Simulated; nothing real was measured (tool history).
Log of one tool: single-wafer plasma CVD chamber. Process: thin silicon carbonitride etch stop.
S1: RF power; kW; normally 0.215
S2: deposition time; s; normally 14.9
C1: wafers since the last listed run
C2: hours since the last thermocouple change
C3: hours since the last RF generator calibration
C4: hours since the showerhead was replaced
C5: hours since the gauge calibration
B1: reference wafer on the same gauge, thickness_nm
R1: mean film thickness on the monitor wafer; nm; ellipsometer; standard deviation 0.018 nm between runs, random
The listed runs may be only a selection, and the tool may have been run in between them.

run	hour	S1	S2	C1	C2	C3	C4	C5	B1	R1
1	0.0	0.215	14.9	0	2764.5	1672.9	5530.9	371.9	7.249	8.219
2	18.5	0.215	14.9	451	2783.0	1691.4	5549.4	390.4	7.248	8.228
3	34.1	0.215	14.9	380	2798.6	1707.0	5565.0	406.0	7.247	8.258
4	65.5	0.215	15.9	765	2830.0	1738.4	5596.4	437.4	7.251	8.768
5	86.8	0.215	14.9	519	2851.3	1759.7	5617.7	458.7	7.255	8.245
6	118.7	0.215	14.9	777	2883.2	1791.6	5649.6	490.6	7.256	8.221
7	141.6	0.215	14.9	558	2906.1	1814.5	5672.5	513.5	7.251	8.221
8	157.7	0.215	14.9	392	2922.2	1830.6	5688.6	529.6	7.254	8.237
9	181.2	0.215	14.9	573	2945.7	1854.1	5712.1	553.1	7.249	8.231
10	215.4	0.215	14.9	834	2979.9	1888.3	5746.3	587.3	7.250	8.207
11	230.8	0.215	14.9	375	2995.3	1903.7	5761.7	602.7	7.254	8.215
12	255.4	0.215	14.9	599	3019.9	1928.3	5786.3	627.3	7.253	8.227
13	272.1	0.215	14.9	407	3036.6	1945.0	5803.0	644.0	7.249	8.214
14	296.0	0.215	14.9	582	3060.5	1968.9	5826.9	667.9	7.255	8.224
15	331.4	0.215	14.9	863	3095.9	2004.3	5862.3	703.3	7.249	8.237
# hour 360.8: thermocouple changed; heater temperature recalibrated
# hour 387.0: gauge calibrated
# hour 425.5: showerhead replaced
16	426.0	0.230	17.5	1916	65.2	2098.9	0.5	39.0	7.248	9.873
17	431.6	0.245	11.9	136	70.8	2104.5	6.1	44.6	7.251	6.892
18	452.0	0.245	16.9	497	91.2	2124.9	26.5	65.0	7.254	9.778
# hour 461.2: RF generator calibrated
19	472.7	0.180	12.8	309	111.9	11.5	47.2	85.7	7.248	6.817
20	496.2	0.215	14.9	573	135.4	35.0	70.7	109.2	7.251	8.483
21	526.5	0.240	14.9	738	165.7	65.3	101.0	139.5	7.251	8.829
22	546.3	0.215	14.9	482	185.5	85.1	120.8	159.3	7.246	8.451
23	579.0	0.215	13.1	797	218.2	117.8	153.5	192.0	7.249	7.462
24	599.7	0.215	13.6	504	238.9	138.5	174.2	212.7	7.253	7.691
25	625.7	0.185	14.9	634	264.9	164.5	200.2	238.7	7.249	7.985
26	659.5	0.215	14.9	824	298.7	198.3	234.0	272.5	7.254	8.412
27	691.5	0.215	14.9	780	330.7	230.3	266.0	304.5	7.248	8.428
28	717.2	0.215	14.9	626	356.4	256.0	291.7	330.2	7.251	8.404
29	750.4	0.200	15.8	809	389.6	289.2	324.9	363.4	7.253	8.682
30	768.0	0.240	17.6	429	407.2	306.8	342.5	381.0	7.252	10.312

Predict each of these 3 candidate next runs independently; none follows another, all start after run 30:
A	768.4	0.215	17.8	9	407.6	307.2	342.9	381.4	?	?
B	768.4	0.175	12.4	9	407.6	307.2	342.9	381.4	?	?
C	768.4	0.230	14.9	9	407.6	307.2	342.9	381.4	?	?

run	B1	R1
A	7.251	10.078
B	7.251	6.496
C	7.251	8.647
Without the tool's hidden state the same runs would have given:
run	R1
A	10.197
B	6.572
C	8.748

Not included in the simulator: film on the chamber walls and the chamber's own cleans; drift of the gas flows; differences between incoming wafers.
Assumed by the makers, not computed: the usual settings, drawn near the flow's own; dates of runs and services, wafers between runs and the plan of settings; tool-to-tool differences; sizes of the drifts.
